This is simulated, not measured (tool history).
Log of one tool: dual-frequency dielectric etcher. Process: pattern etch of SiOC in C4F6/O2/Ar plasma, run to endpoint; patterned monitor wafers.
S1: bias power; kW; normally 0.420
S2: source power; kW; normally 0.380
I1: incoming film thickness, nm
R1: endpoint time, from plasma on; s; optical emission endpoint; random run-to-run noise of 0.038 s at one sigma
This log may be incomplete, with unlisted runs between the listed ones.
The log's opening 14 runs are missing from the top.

{"run": 15, "hour": 402.3, "S1": 0.42, "S2": 0.38, "I1": 34.84, "R1": 12.5}
{"run": 16, "hour": 434.8, "S1": 0.42, "S2": 0.38, "I1": 34.81, "R1": 12.6}
{"run": 17, "hour": 464.1, "S1": 0.42, "S2": 0.38, "I1": 34.52, "R1": 12.5}
{"run": 18, "hour": 485.9, "S1": 0.453, "S2": 0.35, "I1": 35.06, "R1": 12.8}
{"hour": 521.4, "done": "bias power generator calibrated"}
{"run": 19, "hour": 521.9, "S1": 0.42, "S2": 0.46, "I1": 34.86, "R1": 11.8}
{"run": 20, "hour": 536.1, "S1": 0.52, "S2": 0.31, "I1": 34.8, "R1": 12.8}
{"run": 21, "hour": 555.7, "S1": 0.496, "S2": 0.47, "I1": 34.63, "R1": 11.1}
{"hour": 571.8, "done": "source power generator calibrated"}
{"run": 22, "hour": 577.1, "S1": 0.49, "S2": 0.32, "I1": 34.68, "R1": 12.9}
{"run": 23, "hour": 598.2, "S1": 0.42, "S2": 0.38, "I1": 34.51, "R1": 12.5}
{"run": 24, "hour": 611.9, "S1": 0.523, "S2": 0.45, "I1": 35.1, "R1": 11.3}
{"run": 25, "hour": 630.7, "S1": 0.486, "S2": 0.43, "I1": 35.01, "R1": 11.7}
{"run": 26, "hour": 650.5, "S1": 0.42, "S2": 0.38, "I1": 34.95, "R1": 12.7}
{"run": 27, "hour": 671.9, "S1": 0.524, "S2": 0.41, "I1": 34.71, "R1": 11.6}
{"run": 28, "hour": 691.7, "S1": 0.456, "S2": 0.45, "I1": 34.68, "R1": 11.7}
{"run": 29, "hour": 703.8, "S1": 0.496, "S2": 0.45, "I1": 35.2, "R1": 11.6}
{"run": 30, "hour": 721.7, "S1": 0.321, "S2": 0.29, "I1": 34.64, "R1": 15.0}
{"run": 31, "hour": 745.2, "S1": 0.379, "S2": 0.29, "I1": 34.96, "R1": 14.5}
{"run": 32, "hour": 776.5, "S1": 0.42, "S2": 0.47, "I1": 34.48, "R1": 11.8}
{"run": 33, "hour": 790.6, "S1": 0.512, "S2": 0.41, "I1": 34.55, "R1": 11.7}
{"run": 34, "hour": 813.4, "S1": 0.52, "S2": 0.38, "I1": 35.06, "R1": 12.1}
{"hour": 856.6, "done": "wet clean of the chamber"}
{"run": 35, "hour": 857.1, "S1": 0.496, "S2": 0.47, "I1": 34.75, "R1": 11.1}

Alternative continuations, all from the tool just after run 35; predict every row:
{"run": "A", "hour": 857.5, "S1": 0.42, "S2": 0.29, "I1": 34.72, "R1": "?"}
{"run": "B", "hour": 857.5, "S1": 0.324, "S2": 0.38, "I1": 34.72, "R1": "?"}
{"run": "C", "hour": 857.5, "S1": 0.42, "S2": 0.34, "I1": 34.72, "R1": "?"}
{"run": "D", "hour": 857.5, "S1": 0.448, "S2": 0.42, "I1": 34.72, "R1": "?"}

run=A R1=13.7
run=B R1=13.4
run=C R1=13.0
run=D R1=11.8
Had the tool no hidden state, the same runs would have come out as:
run=A R1=13.7
run=B R1=13.4
run=C R1=13.0
run=D R1=11.8
